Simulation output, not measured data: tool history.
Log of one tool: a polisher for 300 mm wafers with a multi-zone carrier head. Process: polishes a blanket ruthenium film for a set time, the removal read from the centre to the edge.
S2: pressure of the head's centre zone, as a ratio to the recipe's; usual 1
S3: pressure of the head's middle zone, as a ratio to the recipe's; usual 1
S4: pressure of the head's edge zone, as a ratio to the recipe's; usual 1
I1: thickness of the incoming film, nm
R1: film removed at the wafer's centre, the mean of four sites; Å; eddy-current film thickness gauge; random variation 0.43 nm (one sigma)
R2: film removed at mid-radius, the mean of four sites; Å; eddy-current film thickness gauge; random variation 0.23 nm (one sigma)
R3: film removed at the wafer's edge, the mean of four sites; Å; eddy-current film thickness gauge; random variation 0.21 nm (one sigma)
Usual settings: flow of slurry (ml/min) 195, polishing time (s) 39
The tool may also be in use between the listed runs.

Run 1, day 0: usual settings but flow of slurry (ml/min) 245; I1 429.9. Result: R1 305 Å, R2 304 Å, R3 301 Å.
At day 0.204: slurry nozzle cleaned.
Run 2, day 1.317: usual settings; I1 424. Result: R1 319 Å, R2 310 Å, R3 309 Å.
At day 1.8: worn pad replaced by a new one.
Run 3, day 2.129: usual settings; I1 436.9. Result: R1 320 Å, R2 310 Å, R3 305 Å.
Run 4, day 3.429: usual settings; I1 420.3. Result: R1 312 Å, R2 311 Å, R3 308 Å.
Run 5, day 4.85: usual settings but S4 0.97; I1 431.5. Result: R1 315 Å, R2 315 Å, R3 305 Å.
At day 5.412: edge zone pressure recalibrated.
At day 5.725: centre zone pressure recalibrated.
Run 6, day 6.104: usual settings but S4 0.97; I1 429.2. Result: R1 310 Å, R2 311 Å, R3 301 Å.
Run 7, day 7.271: usual settings but S4 0.97; I1 427.2. Result: R1 316 Å, R2 307 Å, R3 302 Å.
Run 8, day 7.775: usual settings; I1 421.4. Result: R1 306 Å, R2 310 Å, R3 305 Å.
At day 8.438: worn pad replaced by a new one.
Run 9, day 8.962: usual settings but S3 0.89; I1 434.8. Result: R1 301 Å, R2 280 Å, R3 306 Å.
Run 10, day 9.671: usual settings; I1 433.2. Result: R1 300 Å, R2 307 Å, R3 305 Å.
At day 10.121: carrier head's membrane replaced by a new one.
Run 11, day 10.725: usual settings but S4 1.06, polishing time (s) 31; I1 429.1. Result: R1 241 Å, R2 241 Å, R3 245 Å.
Run 12, day 11.646: usual settings but flow of slurry (ml/min) 220, S3 0.93, S4 0.95; I1 421.5. Result: R1 298 Å, R2 286 Å, R3 293 Å.
Run 13, day 12.971: usual settings; I1 430. Result: R1 294 Å, R2 298 Å, R3 295 Å.
Run 14, day 13.95: usual settings but flow of slurry (ml/min) 160, S4 1.07, polishing time (s) 26; I1 426.4. Result: R1 181 Å, R2 190 Å, R3 200 Å.
At day 14.233: slurry nozzle cleaned.
At day 14.671: worn pad replaced by a new one.
Run 15, day 14.692: usual settings but flow of slurry (ml/min) 145, S2 1.06, S3 0.95, polishing time (s) 47; I1 429.1. Result: R1 377 Å, R2 349 Å, R3 360 Å.
Run 16, day 17.212: usual settings; I1 424.4. Result: R1 320 Å, R2 313 Å, R3 306 Å.
Run 17, day 18.225: usual settings but flow of slurry (ml/min) 145, S2 1.04, S4 0.91, polishing time (s) 53; I1 433.7. Result: R1 412 Å, R2 411 Å, R3 389 Å.
Run 18, day 18.946: usual settings but S2 0.92, S3 0.97, S4 0.93; I1 429.7. Result: R1 284 Å, R2 305 Å, R3 296 Å.
At day 19.988: worn pad replaced by a new one.
Run 19, day 20.021: usual settings; I1 438.9. Result: R1 313 Å, R2 310 Å, R3 306 Å.
Run 20, day 21.458: usual settings but polishing time (s) 44; I1 425.6. Result: R1 342 Å, R2 352 Å, R3 346 Å.
Run 21, day 22.717: usual settings but S3 1.12; I1 434.4. Result: R1 301 Å, R2 336 Å, R3 302 Å.
Run 22, day 23.679: usual settings but S4 1.04; I1 435. Result: R1 308 Å, R2 308 Å, R3 307 Å.

Forecast each of these 4 alternatives for the next run:
Run A, day 23.696: usual settings; I1 420.9. Result: R1 ?, R2 ?, R3 ?.
Run B, day 23.696: usual settings but polishing time (s) 48; I1 420.9. Result: R1 ?, R2 ?, R3 ?.
Run C, day 23.696: usual settings but polishing time (s) 31; I1 420.9. Result: R1 ?, R2 ?, R3 ?.
Run D, day 23.696: usual settings but flow of slurry (ml/min) 220, S2 0.93, polishing time (s) 31; I1 420.9. Result: R1 ?, R2 ?, R3 ?.

run   R1   R2   R3
  A  311  307  305
  B  383  378  375
  C  247  244  242
  D  234  248  245
Without the tool's hidden state the same runs would have given:
run   R1   R2   R3
  A  321  316  311
  B  395  388  383
  C  255  251  247
  D  240  254  249
